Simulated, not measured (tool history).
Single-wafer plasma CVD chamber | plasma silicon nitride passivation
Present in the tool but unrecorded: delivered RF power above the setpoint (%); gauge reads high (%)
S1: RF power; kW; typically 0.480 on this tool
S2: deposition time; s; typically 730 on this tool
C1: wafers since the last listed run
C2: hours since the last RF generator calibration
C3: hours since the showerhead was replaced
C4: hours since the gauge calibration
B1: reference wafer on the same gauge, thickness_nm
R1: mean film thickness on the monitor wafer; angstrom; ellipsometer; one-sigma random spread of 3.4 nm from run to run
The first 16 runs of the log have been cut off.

| run | hour | S1 | S2 | C1 | C2 | C3 | C4 | B1 | R1 |
|---|---|---|---|---|---|---|---|---|---|
| 17 | 731.7 | 0.480 | 663 | 166 | 1914.6 | 3427.6 | 710.0 | 1300.545 | 9801.63 |
| 18 | 763.3 | 0.440 | 637 | 122 | 1946.2 | 3459.2 | 741.6 | 1300.654 | 9224.76 |
| 19 | 822.2 | 0.445 | 674 | 227 | 2005.1 | 3518.1 | 800.5 | 1300.852 | 9822.79 |
| 20 | 890.7 | 0.480 | 651 | 264 | 2073.6 | 3586.6 | 869.0 | 1300.642 | 9644.05 |
| 21 | 958.7 | 0.480 | 730 | 262 | 2141.6 | 3654.6 | 937.0 | 1300.562 | 10808.34 |
| 22 | 1017.9 | 0.480 | 730 | 228 | 2200.8 | 3713.8 | 996.2 | 1299.835 | 10771.11 |
|  | 1131.3 | showerhead replaced |
| 23 | 1136.8 | 0.480 | 730 | 428 | 2319.7 | 5.5 | 1115.1 | 1299.679 | 10784.12 |
|  | 1186.6 | RF generator calibrated |
| 24 | 1200.2 | 0.480 | 730 | 214 | 13.6 | 68.9 | 1178.5 | 1299.625 | 11039.66 |
| 25 | 1248.1 | 0.480 | 730 | 185 | 61.5 | 116.8 | 1226.4 | 1300.539 | 11007.25 |
|  | 1252.9 | gauge calibrated |
| 26 | 1283.5 | 0.420 | 655 | 136 | 96.9 | 152.2 | 30.6 | 1300.334 | 9544.07 |
| 27 | 1315.5 | 0.425 | 730 | 123 | 128.9 | 184.2 | 62.6 | 1299.205 | 10617.96 |
| 28 | 1339.5 | 0.450 | 612 | 92 | 152.9 | 208.2 | 86.6 | 1299.976 | 9101.50 |
| 29 | 1410.2 | 0.420 | 774 | 273 | 223.6 | 278.9 | 157.3 | 1297.779 | 11251.44 |
| 30 | 1479.5 | 0.480 | 845 | 267 | 292.9 | 348.2 | 226.6 | 1298.643 | 12630.89 |
| 31 | 1507.0 | 0.565 | 845 | 106 | 320.4 | 375.7 | 254.1 | 1299.857 | 13145.88 |
| 32 | 1546.4 | 0.480 | 730 | 152 | 359.8 | 415.1 | 293.5 | 1300.859 | 10882.91 |
| 33 | 1614.0 | 0.480 | 730 | 261 | 427.4 | 482.7 | 361.1 | 1300.195 | 10888.27 |
| 34 | 1672.8 | 0.420 | 847 | 227 | 486.2 | 541.5 | 419.9 | 1300.420 | 12276.08 |
| 35 | 1712.0 | 0.450 | 847 | 151 | 525.4 | 580.7 | 459.1 | 1301.716 | 12436.46 |

Below are 3 alternative next runs, each starting from the tool's condition after run 35. Predict each:
| A | 1712.6 | 0.575 | 730 | 2 | 526.0 | 581.3 | 459.7 | ? | ? |
| B | 1712.6 | 0.540 | 846 | 2 | 526.0 | 581.3 | 459.7 | ? | ? |
| C | 1712.6 | 0.400 | 812 | 2 | 526.0 | 581.3 | 459.7 | ? | ? |

| run | B1 | R1 |
|---|---|---|
| A | 1300.685 | 11298.80 |
| B | 1300.685 | 12895.38 |
| C | 1300.685 | 11535.04 |
Take away the tool's hidden state, keep each run's random variation, and the runs would have read:
| run | R1 |
|---|---|
| A | 11414.59 |
| B | 13027.52 |
| C | 11653.24 |
